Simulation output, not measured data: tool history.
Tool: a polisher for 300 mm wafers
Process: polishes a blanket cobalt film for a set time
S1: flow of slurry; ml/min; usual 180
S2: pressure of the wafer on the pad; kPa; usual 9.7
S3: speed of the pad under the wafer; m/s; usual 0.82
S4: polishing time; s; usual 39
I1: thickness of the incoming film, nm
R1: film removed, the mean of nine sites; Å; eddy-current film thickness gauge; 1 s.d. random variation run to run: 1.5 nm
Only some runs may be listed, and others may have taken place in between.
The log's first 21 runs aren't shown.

{"hour": 583.0, "done": "head pressure recalibrated"}
{"run": 22, "hour": 583.5, "S1": 120, "S2": 12.4, "S3": 0.82, "S4": 39, "I1": 621.5, "R1": 1249}
{"run": 23, "hour": 612.6, "S1": 180, "S2": 9.7, "S3": 0.96, "S4": 51, "I1": 629.0, "R1": 1661}
{"run": 24, "hour": 647.4, "S1": 180, "S2": 9.7, "S3": 0.82, "S4": 39, "I1": 620.0, "R1": 1088}
{"run": 25, "hour": 666.4, "S1": 210, "S2": 9.7, "S3": 0.82, "S4": 51, "I1": 614.9, "R1": 1439}
{"hour": 690.0, "done": "worn pad replaced by a new one"}
{"run": 26, "hour": 701.9, "S1": 200, "S2": 9.7, "S3": 0.82, "S4": 39, "I1": 619.4, "R1": 1116}
{"run": 27, "hour": 723.8, "S1": 205, "S2": 9.0, "S3": 0.58, "S4": 39, "I1": 623.5, "R1": 751}
{"run": 28, "hour": 749.0, "S1": 150, "S2": 9.7, "S3": 0.82, "S4": 39, "I1": 629.0, "R1": 1052}
{"run": 29, "hour": 783.9, "S1": 180, "S2": 11.0, "S3": 1.0, "S4": 27, "I1": 613.4, "R1": 991}
{"run": 30, "hour": 801.2, "S1": 145, "S2": 9.7, "S3": 0.82, "S4": 39, "I1": 627.8, "R1": 1015}
{"run": 31, "hour": 831.2, "S1": 165, "S2": 9.7, "S3": 0.82, "S4": 32, "I1": 622.4, "R1": 887}
{"run": 32, "hour": 849.3, "S1": 180, "S2": 9.7, "S3": 0.82, "S4": 39, "I1": 627.7, "R1": 1082}
{"run": 33, "hour": 868.2, "S1": 180, "S2": 6.9, "S3": 1.02, "S4": 39, "I1": 632.1, "R1": 1013}
{"hour": 876.1, "done": "worn pad replaced by a new one"}
{"run": 34, "hour": 888.1, "S1": 180, "S2": 6.9, "S3": 0.82, "S4": 27, "I1": 613.0, "R1": 588}
{"run": 35, "hour": 904.8, "S1": 130, "S2": 9.7, "S3": 0.6, "S4": 50, "I1": 621.2, "R1": 979}
{"run": 36, "hour": 923.6, "S1": 180, "S2": 9.7, "S3": 0.82, "S4": 53, "I1": 617.4, "R1": 1507}

Here are 5 independent what-if runs from the current tool condition. What would each one return?
{"run": "A", "hour": 924.0, "S1": 130, "S2": 9.7, "S3": 0.82, "S4": 39, "I1": 618.0, "R1": "?"}
{"run": "B", "hour": 924.0, "S1": 215, "S2": 9.7, "S3": 0.82, "S4": 39, "I1": 618.0, "R1": "?"}
{"run": "C", "hour": 924.0, "S1": 220, "S2": 6.2, "S3": 0.82, "S4": 52, "I1": 618.0, "R1": "?"}
{"run": "D", "hour": 924.0, "S1": 165, "S2": 9.7, "S3": 0.7, "S4": 43, "I1": 618.0, "R1": "?"}
{"run": "E", "hour": 924.0, "S1": 150, "S2": 8.3, "S3": 1.04, "S4": 47, "I1": 618.0, "R1": "?"}

run=A R1=1019
run=B R1=1113
run=C R1=1053
run=D R1=1018
run=E R1=1397
Stripped of hidden state, with their random variation kept, the same runs would have yielded:
run=A R1=1019
run=B R1=1113
run=C R1=1053
run=D R1=1018
run=E R1=1397
